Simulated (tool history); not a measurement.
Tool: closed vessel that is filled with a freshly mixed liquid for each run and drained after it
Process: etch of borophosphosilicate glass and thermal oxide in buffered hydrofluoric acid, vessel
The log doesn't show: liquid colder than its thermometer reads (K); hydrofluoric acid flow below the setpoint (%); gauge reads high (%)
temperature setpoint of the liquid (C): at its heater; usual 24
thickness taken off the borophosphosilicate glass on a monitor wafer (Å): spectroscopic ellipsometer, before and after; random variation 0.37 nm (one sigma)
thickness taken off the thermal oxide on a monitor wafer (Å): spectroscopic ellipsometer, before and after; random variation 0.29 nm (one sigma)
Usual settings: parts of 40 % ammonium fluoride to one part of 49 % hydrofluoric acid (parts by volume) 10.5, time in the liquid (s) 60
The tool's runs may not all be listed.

run,hour,temperature setpoint of the liquid (C),parts of 40 % ammonium fluoride to one part of 49 % hydrofluoric acid (parts by volume),time in the liquid (s),wafers since the last listed run,hours since the thermometer was replaced,hours since the hydrofluoric acid flow meter was replaced,hours since the gauge calibration,"read-back film thickness of the borophosphosilicate glass reference wafer, read on the same gauge (nm)","read-back film thickness of the thermal oxide reference wafer, read on the same gauge (nm)",thickness taken off the borophosphosilicate glass on a monitor wafer (Å),thickness taken off the thermal oxide on a monitor wafer (Å)
1,0,24,10.5,70,0,620.7,2291.9,426.3,39.58,89.01,859.5,708.5
2,23.9,24,10.5,70,3031,644.6,2315.8,450.2,39.55,88.97,864.7,710.3
3,53.9,24,13.5,60,3805,674.6,2345.8,480.2,39.52,88.9,575.2,479.7
4,68.6,24,13.5,60,1864,689.3,2360.5,494.9,39.55,88.84,574.4,477.9
5,96.4,24,13.5,60,3526,717.1,2388.3,522.7,39.45,88.77,578.4,478.3
6,128.2,24,10.5,60,4033,748.9,2420.1,554.5,39.42,88.69,737.7,607.6
7,142.7,25,10.5,40,1839,763.4,2434.6,569,39.38,88.66,517.3,429.7
8,163.9,25,10.5,40,2688,784.6,2455.8,590.2,39.35,88.58,518.4,434
9,176.2,25,10.5,40,1560,796.9,2468.1,602.5,39.42,88.57,515.4,435
10,211.8,27.5,12,30,4515,832.5,2503.7,638.1,39.32,88.48,385.8,325.6
11,234.3,24,10.5,40,2853,855,2526.2,660.6,39.25,88.38,491.1,407.3
# hour 249.5: hydrofluoric acid flow meter replaced
12,251.7,24,10.5,60,2080,872.4,2.2,678,39.27,88.37,735,609.6
13,283.2,24,9.5,40,3995,903.9,33.7,709.5,39.23,88.29,529.5,439.3
14,318.3,26,12,60,4452,939,68.8,744.6,39.19,88.18,713,590.6
# hour 337.5: gauge calibrated
15,344,25.5,10.5,60,3259,964.7,94.5,6.5,39.95,89.94,807,673.6
16,364.9,26,10.5,35,2650,985.6,115.4,27.4,39.98,89.87,478.5,400
17,383.3,24,10.5,60,2333,1004,133.8,45.8,39.95,89.85,748.4,621.4
18,417.6,24,8,40,4350,1038.3,168.1,80.1,39.88,89.75,632.5,524.6
# hour 433.8: thermometer replaced
19,439.2,24,10.5,60,2612,5.4,189.7,101.7,39.88,89.7,743.6,613.9
20,499,24,10.5,60,7584,65.2,249.5,161.5,39.79,89.52,746,613.5
21,522.3,24,10.5,60,2955,88.5,272.8,184.8,39.8,89.47,737.8,613
22,545.1,20,10.5,60,2891,111.3,295.6,207.6,39.72,89.43,597.8,496.3
23,580.3,26.5,10.5,60,4464,146.5,330.8,242.8,39.67,89.33,844.7,709.7
24,615.9,24,14,95,4515,182.1,366.4,278.4,39.69,89.21,883.1,727.1
25,635.7,22,7,70,2511,201.9,386.2,298.2,39.64,89.18,1141.9,946.7

Forecast each of these 4 alternatives for the next run:
A,636.4,24,10.5,45,88,202.6,386.9,298.9,?,?,?,?
B,636.4,22.5,13,45,88,202.6,386.9,298.9,?,?,?,?
C,636.4,27.5,10.5,60,88,202.6,386.9,298.9,?,?,?,?
D,636.4,22.5,10.5,60,88,202.6,386.9,298.9,?,?,?,?

run,"read-back film thickness of the borophosphosilicate glass reference wafer, read on the same gauge (nm)","read-back film thickness of the thermal oxide reference wafer, read on the same gauge (nm)",thickness taken off the borophosphosilicate glass on a monitor wafer (Å),thickness taken off the thermal oxide on a monitor wafer (Å)
A,39.61,89.18,551.3,461
B,39.61,89.18,412,344.6
C,39.61,89.18,886,742.3
D,39.61,89.18,677.7,566.1
Without the tool's hidden state the same runs would have given:
run,thickness taken off the borophosphosilicate glass on a monitor wafer (Å),thickness taken off the thermal oxide on a monitor wafer (Å)
A,556.4,465.2
B,415.8,347.8
C,894.1,749.1
D,684,571.3
